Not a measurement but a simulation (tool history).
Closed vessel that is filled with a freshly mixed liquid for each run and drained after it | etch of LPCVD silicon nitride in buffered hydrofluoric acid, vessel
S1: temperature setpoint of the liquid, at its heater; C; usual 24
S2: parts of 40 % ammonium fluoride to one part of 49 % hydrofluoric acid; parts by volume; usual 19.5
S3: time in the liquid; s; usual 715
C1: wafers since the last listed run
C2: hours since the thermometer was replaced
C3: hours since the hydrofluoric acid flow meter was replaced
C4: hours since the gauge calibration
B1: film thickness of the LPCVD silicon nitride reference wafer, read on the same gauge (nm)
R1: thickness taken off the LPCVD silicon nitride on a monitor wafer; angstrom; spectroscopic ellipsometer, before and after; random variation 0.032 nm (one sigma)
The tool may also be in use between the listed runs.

run	hour	S1	S2	S3	C1	C2	C3	C4	B1	R1
1	0	24	19.5	715	0	2757.6	1808.9	70	89.992	55.23
2	35	24	19.5	495	1305	2792.6	1843.9	105	90.013	38.64
3	57.7	24	19.5	715	846	2815.3	1866.6	127.7	89.994	54.96
4	75.2	24	19.5	715	652	2832.8	1884.1	145.2	90.024	55.12
5	90.4	24	19.5	715	566	2848	1899.3	160.4	90.011	55.01
6	115.3	24	19.5	715	928	2872.9	1924.2	185.3	89.995	55.92
7	134.3	24	24.5	715	708	2891.9	1943.2	204.3	89.995	45.95
8	164.7	24	24.5	715	1133	2922.3	1973.6	234.7	89.982	46.29
9	193.7	24	19.5	715	1081	2951.3	2002.6	263.7	90.014	55.39
10	228	24	19.5	715	1279	2985.6	2036.9	298	89.99	55.36
11	251.9	24	25	1055	891	3009.5	2060.8	321.9	90.049	67.17
12	281.6	24	19.5	715	1107	3039.2	2090.5	351.6	90.003	55.2
13	309.4	24	19.5	935	1036	3067	2118.3	379.4	90.029	73.53
# hour 355.4: thermometer replaced
14	366.4	24	19.5	715	2088	11	2175.3	436.4	90.051	56.27
15	392.5	20.5	19.5	715	973	37.1	2201.4	462.5	89.981	46.36
16	410.5	24	26	1110	671	55.1	2219.4	480.5	89.999	68.87
# hour 416.3: hydrofluoric acid flow meter replaced
# hour 469.4: gauge calibrated
# hour 500: hydrofluoric acid flow meter replaced, repeated, since the last time left the tool worse
17	505.1	24	26.5	715	3453	149.7	5.1	35.7	89.993	41.73
18	521.9	22	12	520	626	166.5	21.9	52.5	90.016	54.7
19	543.9	24	19.5	715	820	188.5	43.9	74.5	90.023	52.06
20	567.9	24	22	715	894	212.5	67.9	98.5	89.997	47.08
21	580.6	24	19.5	715	473	225.2	80.6	111.2	89.983	51.27
22	597.9	24	19.5	455	645	242.5	97.9	128.5	89.987	33.05
23	616.7	24	14	715	701	261.3	116.7	147.3	89.993	71.89

Forecast each of these 4 alternatives for the next run:
A	617.5	24	19.5	855	29	262.1	117.5	148.1	?	?
B	617.5	19	19.5	715	29	262.1	117.5	148.1	?	?
C	617.5	26.5	16.5	715	29	262.1	117.5	148.1	?	?
D	617.5	20	19.5	715	29	262.1	117.5	148.1	?	?

run	B1	R1
A	89.989	61.64
B	89.989	39.04
C	89.989	69.6
D	89.989	41.3
Without the tool's hidden state the same runs would have given:
run	R1
A	61.08
B	38.68
C	68.96
D	40.92
